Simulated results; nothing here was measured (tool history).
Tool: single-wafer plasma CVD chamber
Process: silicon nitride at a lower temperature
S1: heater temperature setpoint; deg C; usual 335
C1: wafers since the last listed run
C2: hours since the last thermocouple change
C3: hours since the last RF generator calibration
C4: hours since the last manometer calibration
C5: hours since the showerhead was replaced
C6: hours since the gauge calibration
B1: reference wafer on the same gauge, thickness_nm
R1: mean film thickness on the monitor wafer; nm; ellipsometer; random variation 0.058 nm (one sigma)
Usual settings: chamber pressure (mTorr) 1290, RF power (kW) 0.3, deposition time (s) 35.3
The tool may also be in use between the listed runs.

{"run": 1, "hour": 0.0, "S1": 335, "chamber pressure (mTorr)": 1290, "RF power (kW)": 0.3, "deposition time (s)": 37.7, "C1": 0, "C2": 1280.2, "C3": 1272.5, "C4": 2431.3, "C5": 2920.4, "C6": 94.6, "B1": 33.809, "R1": 39.536}
{"run": 2, "hour": 9.0, "S1": 332, "chamber pressure (mTorr)": 1290, "RF power (kW)": 0.255, "deposition time (s)": 35.3, "C1": 147, "C2": 1289.2, "C3": 1281.5, "C4": 2440.3, "C5": 2929.4, "C6": 103.6, "B1": 33.804, "R1": 34.313}
{"run": 3, "hour": 18.8, "S1": 335, "chamber pressure (mTorr)": 1290, "RF power (kW)": 0.3, "deposition time (s)": 35.3, "C1": 160, "C2": 1299, "C3": 1291.3, "C4": 2450.1, "C5": 2939.2, "C6": 113.4, "B1": 33.785, "R1": 37.015}
{"run": 4, "hour": 33.3, "S1": 335, "chamber pressure (mTorr)": 1290, "RF power (kW)": 0.3, "deposition time (s)": 35.3, "C1": 236, "C2": 1313.5, "C3": 1305.8, "C4": 2464.6, "C5": 2953.7, "C6": 127.9, "B1": 33.799, "R1": 36.99}
{"run": 5, "hour": 46.5, "S1": 335, "chamber pressure (mTorr)": 1290, "RF power (kW)": 0.3, "deposition time (s)": 35.3, "C1": 215, "C2": 1326.7, "C3": 1319, "C4": 2477.8, "C5": 2966.9, "C6": 141.1, "B1": 33.808, "R1": 37.082}
{"run": 6, "hour": 59.8, "S1": 335, "chamber pressure (mTorr)": 1290, "RF power (kW)": 0.3, "deposition time (s)": 35.3, "C1": 217, "C2": 1340, "C3": 1332.3, "C4": 2491.1, "C5": 2980.2, "C6": 154.4, "B1": 33.798, "R1": 37.004}
{"run": 7, "hour": 74.3, "S1": 335, "chamber pressure (mTorr)": 1360, "RF power (kW)": 0.3, "deposition time (s)": 33, "C1": 236, "C2": 1354.5, "C3": 1346.8, "C4": 2505.6, "C5": 2994.7, "C6": 168.9, "B1": 33.799, "R1": 35.137}
{"hour": 83.5, "done": "gauge calibrated"}
{"run": 8, "hour": 91.7, "S1": 335, "chamber pressure (mTorr)": 1360, "RF power (kW)": 0.3, "deposition time (s)": 33, "C1": 284, "C2": 1371.9, "C3": 1364.2, "C4": 2523, "C5": 3012.1, "C6": 8.2, "B1": 33.793, "R1": 34.951}
{"run": 9, "hour": 104.7, "S1": 335, "chamber pressure (mTorr)": 1360, "RF power (kW)": 0.3, "deposition time (s)": 33, "C1": 212, "C2": 1384.9, "C3": 1377.2, "C4": 2536, "C5": 3025.1, "C6": 21.2, "B1": 33.817, "R1": 35.084}
{"run": 10, "hour": 113.9, "S1": 335, "chamber pressure (mTorr)": 1290, "RF power (kW)": 0.3, "deposition time (s)": 35.3, "C1": 150, "C2": 1394.1, "C3": 1386.4, "C4": 2545.2, "C5": 3034.3, "C6": 30.4, "B1": 33.781, "R1": 36.854}
{"hour": 137.2, "done": "showerhead replaced"}
{"run": 11, "hour": 137.7, "S1": 329, "chamber pressure (mTorr)": 1290, "RF power (kW)": 0.3, "deposition time (s)": 35.3, "C1": 258, "C2": 1417.9, "C3": 1410.2, "C4": 2569, "C5": 0.5, "C6": 54.2, "B1": 33.781, "R1": 36.916}
{"run": 12, "hour": 138.0, "S1": 344, "chamber pressure (mTorr)": 1520, "RF power (kW)": 0.245, "deposition time (s)": 30.1, "C1": 4, "C2": 1418.2, "C3": 1410.5, "C4": 2569.3, "C5": 0.8, "C6": 54.5, "B1": 33.796, "R1": 29.809}
{"hour": 146.8, "done": "thermocouple changed; heater temperature recalibrated"}
{"hour": 152.3, "done": "RF generator calibrated"}
{"run": 13, "hour": 152.8, "S1": 344, "chamber pressure (mTorr)": 1520, "RF power (kW)": 0.245, "deposition time (s)": 30.1, "C1": 21, "C2": 6, "C3": 0.5, "C4": 2584.1, "C5": 15.6, "C6": 69.3, "B1": 33.795, "R1": 31.034}

The next listed run, before its measurement:
{"run": 14, "hour": 159.8, "S1": 335, "chamber pressure (mTorr)": 1170, "RF power (kW)": 0.275, "deposition time (s)": 35.3, "C1": 114, "C2": 13, "C3": 7.5, "C4": 2591.1, "C5": 22.6, "C6": 76.3, "B1": "?", "R1": "?"}

{"run 14": {"B1": 33.793, "R1": 35.767}}
Without the tool's hidden state the same run would have given R1 35.791 nm.

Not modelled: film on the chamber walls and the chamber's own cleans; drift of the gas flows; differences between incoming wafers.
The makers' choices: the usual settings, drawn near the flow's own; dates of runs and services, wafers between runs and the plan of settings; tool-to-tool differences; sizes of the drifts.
